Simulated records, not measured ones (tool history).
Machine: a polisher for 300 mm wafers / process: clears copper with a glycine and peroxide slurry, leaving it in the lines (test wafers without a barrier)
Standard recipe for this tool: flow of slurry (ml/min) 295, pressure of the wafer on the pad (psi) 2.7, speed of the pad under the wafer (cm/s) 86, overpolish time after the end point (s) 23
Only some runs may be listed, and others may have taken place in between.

run	hour	flow of slurry (ml/min)	pressure of the wafer on the pad (psi)	speed of the pad under the wafer (cm/s)	overpolish time after the end point (s)	incoming thickness of the incoming film, nm	time until the end point was called (s)	dishing of a wide line in a test structure (nm)
1	0.0	295	2.7	86	23	374.9	93.8	55.3
2	75.5	295	2.7	86	23	369.8	94.0	56.7
3	156.2	295	2.1	86	23	375.7	116.4	49.1
# hour 238.5: slurry nozzle cleaned
4	249.2	295	2.7	86	23	370.0	95.2	55.0
# hour 334.1: head pressure recalibrated
5	343.5	295	2.7	86	23	373.5	81.3	61.5
6	399.0	295	2.7	86	26	367.6	78.9	68.9
# hour 439.2: worn pad replaced by a new one
7	458.7	295	2.7	86	26	365.7	79.9	69.4
8	511.9	295	2.7	86	26	368.5	79.9	67.8
9	564.0	295	2.7	86	23	363.3	79.3	63.5
10	625.5	295	2.7	86	23	369.7	82.4	60.4
11	723.3	295	2.7	86	23	366.3	79.9	61.6
12	761.2	295	2.7	110	23	373.9	68.1	69.4
13	832.8	295	3.4	64	23	367.6	86.5	60.2
14	869.9	295	2.7	86	26	362.1	82.5	66.4
# hour 894.1: slurry nozzle cleaned
# hour 998.0: head pressure recalibrated, repeated, since the last time left the tool worse
# hour 1050.0: worn pad replaced by a new one
15	1099.2	295	2.4	86	23	372.9	99.3	54.4
16	1326.5	295	2.7	86	23	370.7	92.9	56.8
17	1425.4	295	2.7	86	23	370.8	92.0	56.3
18	1464.7	295	2.1	60	23	372.7	145.8	40.8
# hour 1495.3: slurry nozzle cleaned
19	1548.8	360	2.7	86	23	370.3	92.0	57.5
20	1590.4	205	2.7	94	34	367.0	88.9	75.1
# hour 1697.2: worn pad replaced by a new one
21	1697.7	330	3.6	86	31	367.6	73.7	79.3
22	1754.8	220	2.7	102	23	368.3	84.5	59.3
23	1834.4	295	2.7	86	23	364.8	94.2	55.9
24	1879.6	220	2.7	86	19	376.9	101.1	45.9
# hour 1897.3: head pressure recalibrated
25	1932.3	295	2.7	86	26	367.3	89.7	63.4
26	2036.3	295	2.7	86	32	366.2	88.5	72.0
27	2131.0	360	3.3	102	15	364.9	66.7	51.7
# hour 2144.0: slurry nozzle cleaned
28	2167.6	295	2.2	76	23	366.9	116.8	46.8
29	2216.1	260	2.1	86	17	377.0	116.7	37.4
30	2298.9	295	3.4	86	12	372.2	76.9	39.6
31	2351.7	355	2.7	96	23	368.7	86.6	59.8
# hour 2411.1: worn pad replaced by a new one
32	2433.2	295	3.0	86	11	372.5	86.7	32.8
33	2501.0	230	2.7	86	23	370.6	96.7	55.5

Run-by-run hidden state of the tool:
removal rate lost through wear of the pad, %: 0 in every run
slurry flow missing at the pad, %: 0 in every run
H1: deviation of the head's pressure from its setpoint, %
run	H1
1	-4.93
2	-5.85
3	-6.84
4	-7.98
5	15.6
6	14.9
7	14.2
8	13.5
9	12.9
10	12.1
11	10.9
12	10.5
13	9.57
14	9.12
15	-0.165
16	-2.95
17	-4.16
18	-4.65
19	-5.68
20	-6.19
21	-7.5
22	-8.2
23	-9.18
24	-9.73
25	-1.53
26	-2.8
27	-3.96
28	-4.41
29	-5.01
30	-6.02
31	-6.67
32	-7.67
33	-8.5

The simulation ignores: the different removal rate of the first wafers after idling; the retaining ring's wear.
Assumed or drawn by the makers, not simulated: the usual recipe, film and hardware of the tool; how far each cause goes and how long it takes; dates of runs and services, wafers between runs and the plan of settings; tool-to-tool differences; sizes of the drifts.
